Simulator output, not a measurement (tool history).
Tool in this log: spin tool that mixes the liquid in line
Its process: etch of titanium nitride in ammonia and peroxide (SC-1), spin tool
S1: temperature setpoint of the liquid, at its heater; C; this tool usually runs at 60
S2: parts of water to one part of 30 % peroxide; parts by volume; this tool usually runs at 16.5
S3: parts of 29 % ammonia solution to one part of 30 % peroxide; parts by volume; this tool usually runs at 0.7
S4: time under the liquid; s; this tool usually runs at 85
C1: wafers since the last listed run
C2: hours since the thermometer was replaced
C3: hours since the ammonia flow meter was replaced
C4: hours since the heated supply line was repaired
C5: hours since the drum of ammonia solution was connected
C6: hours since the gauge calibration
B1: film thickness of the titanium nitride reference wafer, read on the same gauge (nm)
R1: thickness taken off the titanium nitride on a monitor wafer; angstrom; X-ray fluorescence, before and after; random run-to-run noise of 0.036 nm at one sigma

{"run": 1, "hour": 0.0, "S1": 60, "S2": 16.5, "S3": 0.7, "S4": 85, "C1": 0, "C2": 53.3, "C3": 1342.4, "C4": 2454.7, "C5": 793.7, "C6": 882.1, "B1": 31.37, "R1": 72.9}
{"run": 2, "hour": 12.1, "S1": 67, "S2": 13, "S3": 0.85, "S4": 35, "C1": 112, "C2": 65.4, "C3": 1354.5, "C4": 2466.8, "C5": 805.8, "C6": 894.2, "B1": 31.35, "R1": 55.2}
{"run": 3, "hour": 45.8, "S1": 63, "S2": 24, "S3": 0.45, "S4": 105, "C1": 313, "C2": 99.1, "C3": 1388.2, "C4": 2500.5, "C5": 839.5, "C6": 927.9, "B1": 31.31, "R1": 82.1}
{"run": 4, "hour": 64.4, "S1": 60, "S2": 16.5, "S3": 0.7, "S4": 85, "C1": 173, "C2": 117.7, "C3": 1406.8, "C4": 2519.1, "C5": 858.1, "C6": 946.5, "B1": 31.36, "R1": 73.2}
{"run": 5, "hour": 88.4, "S1": 56, "S2": 16.5, "S3": 0.7, "S4": 60, "C1": 223, "C2": 141.7, "C3": 1430.8, "C4": 2543.1, "C5": 882.1, "C6": 970.5, "B1": 31.39, "R1": 39.5}
{"run": 6, "hour": 109.5, "S1": 60, "S2": 16.5, "S3": 0.7, "S4": 110, "C1": 196, "C2": 162.8, "C3": 1451.9, "C4": 2564.2, "C5": 903.2, "C6": 991.6, "B1": 31.41, "R1": 95.1}
{"hour": 117.0, "done": "heated supply line repaired"}
{"run": 7, "hour": 125.7, "S1": 69, "S2": 9.5, "S3": 1, "S4": 85, "C1": 141, "C2": 179, "C3": 1468.1, "C4": 8.7, "C5": 919.4, "C6": 1007.8, "B1": 31.34, "R1": 184.6}
{"hour": 153.6, "done": "new drum of ammonia solution connected"}
{"run": 8, "hour": 154.1, "S1": 64, "S2": 8.5, "S3": 0.95, "S4": 85, "C1": 255, "C2": 207.4, "C3": 1496.5, "C4": 37.1, "C5": 0.5, "C6": 1036.2, "B1": 31.4, "R1": 139.5}
{"run": 9, "hour": 176.1, "S1": 60, "S2": 24.5, "S3": 0.6, "S4": 85, "C1": 204, "C2": 229.4, "C3": 1518.5, "C4": 59.1, "C5": 22.5, "C6": 1058.2, "B1": 31.4, "R1": 57.1}
{"hour": 188.6, "done": "gauge calibrated"}
{"run": 10, "hour": 200.6, "S1": 60, "S2": 16.5, "S3": 0.7, "S4": 85, "C1": 228, "C2": 253.9, "C3": 1543, "C4": 83.6, "C5": 47, "C6": 12, "B1": 30.1, "R1": 69.5}
{"run": 11, "hour": 225.5, "S1": 51.5, "S2": 20, "S3": 0.85, "S4": 115, "C1": 231, "C2": 278.8, "C3": 1567.9, "C4": 108.5, "C5": 71.9, "C6": 36.9, "B1": 30.17, "R1": 50.3}
{"hour": 242.2, "done": "ammonia flow meter replaced"}
{"run": 12, "hour": 255.2, "S1": 55.5, "S2": 16.5, "S3": 0.85, "S4": 85, "C1": 267, "C2": 308.5, "C3": 13, "C4": 138.2, "C5": 101.6, "C6": 66.6, "B1": 30.26, "R1": 54}
{"run": 13, "hour": 267.3, "S1": 56, "S2": 21.5, "S3": 0.9, "S4": 105, "C1": 112, "C2": 320.6, "C3": 25.1, "C4": 150.3, "C5": 113.7, "C6": 78.7, "B1": 30.34, "R1": 60.9}
{"run": 14, "hour": 285.7, "S1": 60, "S2": 8.5, "S3": 0.85, "S4": 85, "C1": 171, "C2": 339, "C3": 43.5, "C4": 168.7, "C5": 132.1, "C6": 97.1, "B1": 30.4, "R1": 103.5}
{"run": 15, "hour": 314.7, "S1": 60, "S2": 16.5, "S3": 0.7, "S4": 85, "C1": 270, "C2": 368, "C3": 72.5, "C4": 197.7, "C5": 161.1, "C6": 126.1, "B1": 30.46, "R1": 70.4}
{"run": 16, "hour": 333.2, "S1": 60, "S2": 20.5, "S3": 0.7, "S4": 100, "C1": 172, "C2": 386.5, "C3": 91, "C4": 216.2, "C5": 179.6, "C6": 144.6, "B1": 30.55, "R1": 74.6}
{"run": 17, "hour": 360.5, "S1": 60, "S2": 16.5, "S3": 0.7, "S4": 85, "C1": 254, "C2": 413.8, "C3": 118.3, "C4": 243.5, "C5": 206.9, "C6": 171.9, "B1": 30.56, "R1": 71.7}
{"run": 18, "hour": 394.7, "S1": 66.5, "S2": 9.5, "S3": 0.85, "S4": 50, "C1": 318, "C2": 448, "C3": 152.5, "C4": 277.7, "C5": 241.1, "C6": 206.1, "B1": 30.66, "R1": 88.5}
{"run": 19, "hour": 423.1, "S1": 60, "S2": 16.5, "S3": 0.95, "S4": 85, "C1": 264, "C2": 476.4, "C3": 180.9, "C4": 306.1, "C5": 269.5, "C6": 234.5, "B1": 30.68, "R1": 74.5}
{"run": 20, "hour": 449.4, "S1": 55.5, "S2": 23.5, "S3": 0.95, "S4": 130, "C1": 244, "C2": 502.7, "C3": 207.2, "C4": 332.4, "C5": 295.8, "C6": 260.8, "B1": 30.76, "R1": 70.2}
{"run": 21, "hour": 466.1, "S1": 60, "S2": 16.5, "S3": 0.9, "S4": 85, "C1": 155, "C2": 519.4, "C3": 223.9, "C4": 349.1, "C5": 312.5, "C6": 277.5, "B1": 30.77, "R1": 74.7}
{"run": 22, "hour": 479.3, "S1": 53.5, "S2": 22.5, "S3": 0.7, "S4": 120, "C1": 122, "C2": 532.6, "C3": 237.1, "C4": 362.3, "C5": 325.7, "C6": 290.7, "B1": 30.8, "R1": 55}
{"run": 23, "hour": 506.6, "S1": 63.5, "S2": 12.5, "S3": 0.7, "S4": 85, "C1": 254, "C2": 559.9, "C3": 264.4, "C4": 389.6, "C5": 353, "C6": 318, "B1": 30.88, "R1": 104.7}
{"run": 24, "hour": 532.0, "S1": 60, "S2": 16.5, "S3": 0.7, "S4": 85, "C1": 236, "C2": 585.3, "C3": 289.8, "C4": 415, "C5": 378.4, "C6": 343.4, "B1": 30.92, "R1": 71.3}

Difference, measured minus no-hidden-state, one row per run. Run-to-run variation is common to both terms; the gauge's own scatter need not be:
The tool's hidden condition here consists of: liquid hotter than its thermometer reads (K); ammonia flow below the setpoint (%); temperature lost on the way to the wafer (K); ammonia solution weaker than its label (%); gauge reads high (%).
run=1 R1=+3.1
run=2 R1=+2.3
run=3 R1=+3.6
run=4 R1=+3.2
run=5 R1=+1.7
run=6 R1=+4.2
run=7 R1=+8.1
run=8 R1=+6.1
run=9 R1=+2.6
run=10 R1=+0.2
run=11 R1=+0.3
run=12 R1=+0.5
run=13 R1=+0.7
run=14 R1=+1.3
run=15 R1=+1.1
run=16 R1=+1.3
run=17 R1=+1.4
run=18 R1=+1.9
run=19 R1=+1.8
run=20 R1=+1.7
run=21 R1=+1.9
run=22 R1=+1.4
run=23 R1=+2.9
run=24 R1=+2

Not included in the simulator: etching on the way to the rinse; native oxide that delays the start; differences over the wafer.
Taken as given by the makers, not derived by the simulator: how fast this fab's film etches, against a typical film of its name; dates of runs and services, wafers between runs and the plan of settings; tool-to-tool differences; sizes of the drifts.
